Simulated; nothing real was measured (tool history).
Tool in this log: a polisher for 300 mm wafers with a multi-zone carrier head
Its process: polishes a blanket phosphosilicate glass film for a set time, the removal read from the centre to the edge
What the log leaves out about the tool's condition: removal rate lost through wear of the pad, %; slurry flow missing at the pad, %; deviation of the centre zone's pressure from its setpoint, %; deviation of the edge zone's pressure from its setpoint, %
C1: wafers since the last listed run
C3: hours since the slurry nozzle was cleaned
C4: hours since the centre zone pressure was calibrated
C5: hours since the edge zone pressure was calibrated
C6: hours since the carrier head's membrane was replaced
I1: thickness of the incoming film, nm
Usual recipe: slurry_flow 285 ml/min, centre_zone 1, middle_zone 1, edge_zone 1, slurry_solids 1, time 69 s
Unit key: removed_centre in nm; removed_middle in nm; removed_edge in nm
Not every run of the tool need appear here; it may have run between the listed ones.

Run 1, hour 0: usual settings but slurry_flow 235 ml/min; C1 0; wafers polished on this pad 6; C3 33.1; C4 1136.5; C5 72.1; C6 1254.1; I1 2034.4. Result: removed_centre 535.5 nm, removed_middle 507.1 nm, removed_edge 499.5 nm.
Run 2, hour 8: usual settings but centre_zone 0.93, edge_zone 0.96; C1 107; wafers polished on this pad 113; C3 41.1; C4 1144.5; C5 80.1; C6 1262.1; I1 2068.8. Result: removed_centre 520 nm, removed_middle 502.4 nm, removed_edge 494.3 nm.
Run 3, hour 22.7: usual settings but time 80 s; C1 197; wafers polished on this pad 311; C3 55.8; C4 1159.2; C5 94.8; C6 1276.8; I1 2033.6. Result: removed_centre 632.2 nm, removed_middle 583.2 nm, removed_edge 590.8 nm.
Run 4, hour 29: usual settings; C1 84; wafers polished on this pad 395; C3 62.1; C4 1165.5; C5 101.1; C6 1283.1; I1 2057.1. Result: removed_centre 549 nm, removed_middle 506.2 nm, removed_edge 503.1 nm.
At hour 33.4: centre zone pressure recalibrated.
Run 5, hour 35.8: usual settings but centre_zone 1.09, slurry_solids 1.15, time 51 s; C1 64; wafers polished on this pad 460; C3 68.9; C4 2.4; C5 107.9; C6 1289.9; I1 2078.6. Result: removed_centre 414.4 nm, removed_middle 379.1 nm, removed_edge 387.2 nm.
At hour 40.8: carrier head's membrane replaced by a new one.
Run 6, hour 48.7: usual settings but centre_zone 0.93, edge_zone 0.96; C1 105; wafers polished on this pad 566; C3 81.8; C4 15.3; C5 120.8; C6 7.9; I1 2000.1. Result: removed_centre 485.4 nm, removed_middle 511.4 nm, removed_edge 498.5 nm.
Run 7, hour 65.7: usual settings but slurry_solids 0.85, time 58 s; C1 228; wafers polished on this pad 794; C3 98.8; C4 32.3; C5 137.8; C6 24.9; I1 2057.9. Result: removed_centre 419.8 nm, removed_middle 395.9 nm, removed_edge 402.1 nm.
Run 8, hour 75.2: usual settings but time 52 s; C1 127; wafers polished on this pad 921; C3 108.3; C4 41.8; C5 147.3; C6 34.4; I1 2042.4. Result: removed_centre 391.8 nm, removed_middle 364.6 nm, removed_edge 380.4 nm.
Run 9, hour 91.9: usual settings; C1 224; wafers polished on this pad 1145; C3 125; C4 58.5; C5 164; C6 51.1; I1 2073.1. Result: removed_centre 521.4 nm, removed_middle 505.4 nm, removed_edge 503.5 nm.
Run 10, hour 103.2: usual settings; C1 151; wafers polished on this pad 1297; C3 136.3; C4 69.8; C5 175.3; C6 62.4; I1 2054.3. Result: removed_centre 525.8 nm, removed_middle 506.6 nm, removed_edge 509.7 nm.
Run 11, hour 121.1: usual settings but slurry_flow 215 ml/min, centre_zone 0.96; C1 240; wafers polished on this pad 1537; C3 154.2; C4 87.7; C5 193.2; C6 80.3; I1 2038.6. Result: removed_centre 478.8 nm, removed_middle 480 nm, removed_edge 490.3 nm.
Run 12, hour 135.2: usual settings but time 91 s; C1 189; wafers polished on this pad 1726; C3 168.3; C4 101.8; C5 207.3; C6 94.4; I1 2002.6. Result: removed_centre 689.2 nm, removed_middle 673.2 nm, removed_edge 658.2 nm.
At hour 139.5: worn pad replaced by a new one.
Run 13, hour 149.7: usual settings but time 91 s; C1 140; wafers polished on this pad 136; C3 182.8; C4 116.3; C5 221.8; C6 108.9; I1 2044.3. Result: removed_centre 691.2 nm, removed_middle 652.8 nm, removed_edge 664 nm.
Run 14, hour 163: usual settings but centre_zone 1.08, slurry_solids 0.75, time 54 s; C1 178; wafers polished on this pad 314; C3 196.1; C4 129.6; C5 235.1; C6 122.2; I1 2060.8. Result: removed_centre 395.7 nm, removed_middle 360.6 nm, removed_edge 361.9 nm.
Run 15, hour 178.1: usual settings but centre_zone 1.11; C1 202; wafers polished on this pad 517; C3 211.2; C4 144.7; C5 250.2; C6 137.3; I1 2030.4. Result: removed_centre 568.3 nm, removed_middle 492.3 nm, removed_edge 507.5 nm.
Run 16, hour 195.6: usual settings but slurry_flow 375 ml/min, centre_zone 1.1, edge_zone 1.06; C1 234; wafers polished on this pad 752; C3 228.7; C4 162.2; C5 267.7; C6 154.8; I1 2037.8. Result: removed_centre 587.9 nm, removed_middle 514.5 nm, removed_edge 528.3 nm.
Run 17, hour 207.2: usual settings but centre_zone 1.05, middle_zone 0.89, edge_zone 1.08, slurry_solids 1.15; C1 155; wafers polished on this pad 907; C3 240.3; C4 173.8; C5 279.3; C6 166.4; I1 2052.9. Result: removed_centre 573.8 nm, removed_middle 491.6 nm, removed_edge 540.6 nm.
Run 18, hour 218.5: usual settings but edge_zone 1.09; C1 151; wafers polished on this pad 1059; C3 251.6; C4 185.1; C5 290.6; C6 177.7; I1 2007.4. Result: removed_centre 528.8 nm, removed_middle 503.2 nm, removed_edge 523.6 nm.
Run 19, hour 231: usual settings; C1 167; wafers polished on this pad 1227; C3 264.1; C4 197.6; C5 303.1; C6 190.2; I1 2015. Result: removed_centre 517.7 nm, removed_middle 504.7 nm, removed_edge 506.4 nm.
Run 20, hour 244.6: usual settings but middle_zone 0.89, slurry_solids 1.25; C1 182; wafers polished on this pad 1409; C3 277.7; C4 211.2; C5 316.7; C6 203.8; I1 2056.8. Result: removed_centre 569.8 nm, removed_middle 511.4 nm, removed_edge 541.5 nm.
Run 21, hour 256.2: usual settings but edge_zone 0.89, time 59 s; C1 155; wafers polished on this pad 1565; C3 289.3; C4 222.8; C5 328.3; C6 215.4; I1 2026.5. Result: removed_centre 457.6 nm, removed_middle 421.6 nm, removed_edge 415.5 nm.
Run 22, hour 271.2: usual settings; C1 201; wafers polished on this pad 1766; C3 304.3; C4 237.8; C5 343.3; C6 230.4; I1 2022.7. Result: removed_centre 530.7 nm, removed_middle 508.4 nm, removed_edge 503.8 nm.
At hour 280.3: worn pad replaced by a new one.
Run 23, hour 280.8: usual settings but time 80 s; C1 75; wafers polished on this pad 6; C3 313.9; C4 247.4; C5 352.9; C6 240; I1 2036.8. Result: removed_centre 616.2 nm, removed_middle 568.1 nm, removed_edge 587.5 nm.

Below are 3 alternative next runs, each starting from the tool's condition after run 23. Predict each:
Run A, hour 281.2: usual settings; C1 5; wafers polished on this pad 12; C3 314.3; C4 247.8; C5 353.3; C6 240.4; I1 2046.1. Result: removed_centre ?, removed_middle ?, removed_edge ?.
Run B, hour 281.2: usual settings but edge_zone 0.89; C1 5; wafers polished on this pad 12; C3 314.3; C4 247.8; C5 353.3; C6 240.4; I1 2046.1. Result: removed_centre ?, removed_middle ?, removed_edge ?.
Run C, hour 281.2: usual settings but slurry_flow 360 ml/min, centre_zone 0.89; C1 5; wafers polished on this pad 12; C3 314.3; C4 247.8; C5 353.3; C6 240.4; I1 2046.1. Result: removed_centre ?, removed_middle ?, removed_edge ?.

run  removed_centre  removed_middle  removed_edge
  A           538.9           495.8         499.7
  B           538.9           495.9         481.5
  C           501.9           507.6         508.5
With no hidden state in the tool, these same runs would have given:
run  removed_centre  removed_middle  removed_edge
  A           505.6             496         499.7
  B           505.6           496.1         481.5
  C           470.6           507.7         508.5
